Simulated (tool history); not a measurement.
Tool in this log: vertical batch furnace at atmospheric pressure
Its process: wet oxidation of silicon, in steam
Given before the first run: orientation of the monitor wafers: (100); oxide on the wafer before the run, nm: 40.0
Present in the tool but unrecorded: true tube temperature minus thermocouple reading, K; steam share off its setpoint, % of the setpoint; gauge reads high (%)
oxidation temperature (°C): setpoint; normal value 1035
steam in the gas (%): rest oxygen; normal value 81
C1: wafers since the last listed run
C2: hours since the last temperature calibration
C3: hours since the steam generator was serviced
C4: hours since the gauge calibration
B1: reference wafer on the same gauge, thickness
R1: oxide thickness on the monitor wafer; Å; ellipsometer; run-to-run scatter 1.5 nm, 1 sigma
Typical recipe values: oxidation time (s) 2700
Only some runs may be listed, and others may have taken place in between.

run 1 hour=0.0 | oxidation_temperature_(°C)=1035 oxidation_time_(s)=2700 steam_in_the_gas_(%)=81 | C1=0 C2=1831.1 C3=2568.4 C4=790.3 | B1=354.10 | R1=3676.0
run 2 hour=50.5 | oxidation_temperature_(°C)=1035 oxidation_time_(s)=2700 steam_in_the_gas_(%)=81 | C1=722 C2=1881.6 C3=2618.9 C4=840.8 | B1=353.68 | R1=3670.0
run 3 hour=155.7 | oxidation_temperature_(°C)=1042 oxidation_time_(s)=2250 steam_in_the_gas_(%)=81 | C1=1505 C2=1986.8 C3=2724.1 C4=946.0 | B1=353.85 | R1=3424.1
run 4 hour=371.4 | oxidation_temperature_(°C)=1035 oxidation_time_(s)=3750 steam_in_the_gas_(%)=81 | C1=3087 C2=2202.5 C3=2939.8 C4=1161.7 | B1=353.83 | R1=4496.3
run 5 hour=662.5 | oxidation_temperature_(°C)=1035 oxidation_time_(s)=2700 steam_in_the_gas_(%)=90 | C1=4166 C2=2493.6 C3=3230.9 C4=1452.8 | B1=353.83 | R1=3880.2
run 6 hour=718.4 | oxidation_temperature_(°C)=1047 oxidation_time_(s)=2700 steam_in_the_gas_(%)=81 | C1=800 C2=2549.5 C3=3286.8 C4=1508.7 | B1=354.31 | R1=3927.2
run 7 hour=775.8 | oxidation_temperature_(°C)=1047 oxidation_time_(s)=2700 steam_in_the_gas_(%)=81 | C1=821 C2=2606.9 C3=3344.2 C4=1566.1 | B1=353.62 | R1=3873.0
run 8 hour=1091.7 | oxidation_temperature_(°C)=1035 oxidation_time_(s)=2250 steam_in_the_gas_(%)=81 | C1=4521 C2=2922.8 C3=3660.1 C4=1882.0 | B1=354.03 | R1=3243.0
run 9 hour=1176.8 | oxidation_temperature_(°C)=1035 oxidation_time_(s)=2250 steam_in_the_gas_(%)=81 | C1=1217 C2=3007.9 C3=3745.2 C4=1967.1 | B1=353.51 | R1=3221.2
-- hour=1222.7 steam generator serviced
run 10 hour=1262.0 | oxidation_temperature_(°C)=1035 oxidation_time_(s)=2700 steam_in_the_gas_(%)=81 | C1=875 C2=3093.1 C3=39.3 C4=2052.3 | B1=353.98 | R1=3847.5
run 11 hour=1535.9 | oxidation_temperature_(°C)=1020 oxidation_time_(s)=2700 steam_in_the_gas_(%)=81 | C1=3920 C2=3367.0 C3=313.2 C4=2326.2 | B1=353.45 | R1=3503.5
-- hour=1630.4 thermocouples replaced and temperature profile calibrated
run 12 hour=1630.9 | oxidation_temperature_(°C)=1020 oxidation_time_(s)=2700 steam_in_the_gas_(%)=81 | C1=1016 C2=0.5 C3=408.2 C4=2421.2 | B1=354.04 | R1=3500.9
run 13 hour=1694.1 | oxidation_temperature_(°C)=1020 oxidation_time_(s)=2700 steam_in_the_gas_(%)=81 | C1=904 C2=63.7 C3=471.4 C4=2484.4 | B1=354.19 | R1=3478.7
run 14 hour=1775.2 | oxidation_temperature_(°C)=1035 oxidation_time_(s)=2700 steam_in_the_gas_(%)=81 | C1=1160 C2=144.8 C3=552.5 C4=2565.5 | B1=353.57 | R1=3824.3
run 15 hour=1838.2 | oxidation_temperature_(°C)=1035 oxidation_time_(s)=2700 steam_in_the_gas_(%)=81 | C1=901 C2=207.8 C3=615.5 C4=2628.5 | B1=353.53 | R1=3804.4
run 16 hour=1944.8 | oxidation_temperature_(°C)=1035 oxidation_time_(s)=3030 steam_in_the_gas_(%)=81 | C1=1525 C2=314.4 C3=722.1 C4=2735.1 | B1=354.30 | R1=4131.0
run 17 hour=2040.6 | oxidation_temperature_(°C)=1021 oxidation_time_(s)=2700 steam_in_the_gas_(%)=85 | C1=1371 C2=410.2 C3=817.9 C4=2830.9 | B1=354.16 | R1=3607.6
run 18 hour=2082.1 | oxidation_temperature_(°C)=1024 oxidation_time_(s)=1890 steam_in_the_gas_(%)=76 | C1=593 C2=451.7 C3=859.4 C4=2872.4 | B1=354.03 | R1=2732.4
run 19 hour=2222.8 | oxidation_temperature_(°C)=1035 oxidation_time_(s)=2250 steam_in_the_gas_(%)=81 | C1=2013 C2=592.4 C3=1000.1 C4=3013.1 | B1=353.56 | R1=3378.6
run 20 hour=2270.2 | oxidation_temperature_(°C)=1035 oxidation_time_(s)=2250 steam_in_the_gas_(%)=81 | C1=678 C2=639.8 C3=1047.5 C4=3060.5 | B1=354.15 | R1=3391.3
-- hour=2305.2 gauge calibrated
run 21 hour=2330.7 | oxidation_temperature_(°C)=1050 oxidation_time_(s)=3750 steam_in_the_gas_(%)=71 | C1=865 C2=700.3 C3=1108.0 C4=25.5 | B1=354.04 | R1=4627.1
run 22 hour=2402.8 | oxidation_temperature_(°C)=1016 oxidation_time_(s)=3180 steam_in_the_gas_(%)=90 | C1=1031 C2=772.4 C3=1180.1 C4=97.6 | B1=354.82 | R1=3996.6
run 23 hour=2451.3 | oxidation_temperature_(°C)=1035 oxidation_time_(s)=2160 steam_in_the_gas_(%)=74 | C1=694 C2=820.9 C3=1228.6 C4=146.1 | B1=354.12 | R1=3127.0
run 24 hour=2496.7 | oxidation_temperature_(°C)=1035 oxidation_time_(s)=2250 steam_in_the_gas_(%)=87 | C1=649 C2=866.3 C3=1274.0 C4=191.5 | B1=354.17 | R1=3533.1
run 25 hour=2552.1 | oxidation_temperature_(°C)=1020 oxidation_time_(s)=1650 steam_in_the_gas_(%)=73 | C1=792 C2=921.7 C3=1329.4 C4=246.9 | B1=353.86 | R1=2360.1
run 26 hour=2624.0 | oxidation_temperature_(°C)=1046 oxidation_time_(s)=2700 steam_in_the_gas_(%)=69 | C1=1029 C2=993.6 C3=1401.3 C4=318.8 | B1=354.20 | R1=3648.0
run 27 hour=2660.5 | oxidation_temperature_(°C)=1035 oxidation_time_(s)=2700 steam_in_the_gas_(%)=81 | C1=522 C2=1030.1 C3=1437.8 C4=355.3 | B1=353.48 | R1=3783.5
run 28 hour=2717.2 | oxidation_temperature_(°C)=1035 oxidation_time_(s)=2700 steam_in_the_gas_(%)=81 | C1=811 C2=1086.8 C3=1494.5 C4=412.0 | B1=354.37 | R1=3778.8
run 29 hour=2805.5 | oxidation_temperature_(°C)=1025 oxidation_time_(s)=1830 steam_in_the_gas_(%)=91 | C1=1263 C2=1175.1 C3=1582.8 C4=500.3 | B1=353.68 | R1=2984.0
run 30 hour=2903.9 | oxidation_temperature_(°C)=1035 oxidation_time_(s)=2700 steam_in_the_gas_(%)=86 | C1=1408 C2=1273.5 C3=1681.2 C4=598.7 | B1=353.54 | R1=3934.2
run 31 hour=2980.3 | oxidation_temperature_(°C)=1035 oxidation_time_(s)=2700 steam_in_the_gas_(%)=81 | C1=1093 C2=1349.9 C3=1757.6 C4=675.1 | B1=353.41 | R1=3764.3
run 32 hour=3079.6 | oxidation_temperature_(°C)=1035 oxidation_time_(s)=2700 steam_in_the_gas_(%)=81 | C1=1421 C2=1449.2 C3=1856.9 C4=774.4 | B1=353.56 | R1=3758.2

3 options for the next run, each taken on its own from the tool as it stands now. Forecast them:
run A hour=3085.1 | oxidation_temperature_(°C)=1035 oxidation_time_(s)=2700 steam_in_the_gas_(%)=71 | C1=78 C2=1454.7 C3=1862.4 C4=779.9 | B1=? | R1=?
run B hour=3085.1 | oxidation_temperature_(°C)=1012 oxidation_time_(s)=3180 steam_in_the_gas_(%)=78 | C1=78 C2=1454.7 C3=1862.4 C4=779.9 | B1=? | R1=?
run C hour=3085.1 | oxidation_temperature_(°C)=1060 oxidation_time_(s)=2700 steam_in_the_gas_(%)=75 | C1=78 C2=1454.7 C3=1862.4 C4=779.9 | B1=? | R1=?

run=A B1=354.34 R1=3448.3
run=B B1=354.34 R1=3509.4
run=C B1=354.34 R1=4100.5
Take away the tool's hidden state, keep each run's random variation, and the runs would have read:
run=A R1=3540.2
run=B R1=3605.7
run=C R1=4205.0

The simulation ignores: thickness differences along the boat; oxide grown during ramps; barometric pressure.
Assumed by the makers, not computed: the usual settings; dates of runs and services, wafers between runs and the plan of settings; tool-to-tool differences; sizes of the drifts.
